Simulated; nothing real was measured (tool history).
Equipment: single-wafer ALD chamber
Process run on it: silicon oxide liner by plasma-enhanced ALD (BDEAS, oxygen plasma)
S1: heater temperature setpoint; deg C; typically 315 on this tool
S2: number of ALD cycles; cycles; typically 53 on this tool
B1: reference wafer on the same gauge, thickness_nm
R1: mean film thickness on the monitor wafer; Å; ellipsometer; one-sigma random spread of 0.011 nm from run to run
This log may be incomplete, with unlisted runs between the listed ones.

Run 1, hour 0.0: usual settings but S1 324 deg C; B1 5.246. Result: R1 44.23 Å.
Run 2, hour 63.3: usual settings; B1 5.242. Result: R1 44.74 Å.
Run 3, hour 162.0: usual settings; B1 5.237. Result: R1 44.77 Å.
Run 4, hour 224.6: usual settings; B1 5.232. Result: R1 44.55 Å.
Run 5, hour 345.2: usual settings; B1 5.222. Result: R1 44.46 Å.
Run 6, hour 446.2: usual settings but S1 322 deg C; B1 5.216. Result: R1 44.47 Å.
Run 7, hour 528.5: usual settings but S1 322 deg C; B1 5.207. Result: R1 44.19 Å.
Run 8, hour 629.7: usual settings; B1 5.198. Result: R1 44.39 Å.
Run 9, hour 679.9: usual settings but S1 319 deg C, S2 59 cycles; B1 5.193. Result: R1 49.49 Å.
Run 10, hour 764.5: usual settings but S1 319 deg C, S2 59 cycles; B1 5.185. Result: R1 49.23 Å.
At hour 809.0: thermocouple changed; heater temperature recalibrated.
Run 11, hour 818.3: usual settings but S1 329 deg C, S2 58 cycles; B1 5.183. Result: R1 47.63 Å.
At hour 819.5: gauge calibrated.
Run 12, hour 925.6: usual settings but S1 327 deg C, S2 46 cycles; B1 5.298. Result: R1 38.77 Å.
Run 13, hour 986.4: usual settings but S1 311 deg C, S2 64 cycles; B1 5.299. Result: R1 55.01 Å.
Run 14, hour 1025.2: usual settings but S1 302 deg C, S2 61 cycles; B1 5.293. Result: R1 52.95 Å.
Run 15, hour 1092.6: usual settings but S1 311 deg C, S2 64 cycles; B1 5.286. Result: R1 54.83 Å.
Run 16, hour 1168.3: usual settings but S1 322 deg C; B1 5.281. Result: R1 44.81 Å.
Run 17, hour 1258.7: usual settings but S1 308 deg C, S2 47 cycles; B1 5.274. Result: R1 40.44 Å.
Run 18, hour 1308.6: usual settings but S1 307 deg C, S2 61 cycles; B1 5.268. Result: R1 52.52 Å.
Run 19, hour 1396.3: usual settings but S2 62 cycles; B1 5.266. Result: R1 52.77 Å.
Run 20, hour 1467.7: usual settings; B1 5.265. Result: R1 45.00 Å.

Predict each of these 3 candidate next runs independently; none follows another, all start after run 20:
Run A, hour 1468.2: usual settings but S2 47 cycles; B1 ?. Result: R1 ?.
Run B, hour 1468.2: usual settings but S1 306 deg C, S2 45 cycles; B1 ?. Result: R1 ?.
Run C, hour 1468.2: usual settings but S2 48 cycles; B1 ?. Result: R1 ?.

run     B1     R1
  A  5.259  39.82
  B  5.259  38.55
  C  5.259  40.66
The same runs, with their run-to-run variation unchanged, on a tool lacking any hidden condition would have given:
run     R1
  A  40.12
  B  38.85
  C  40.98
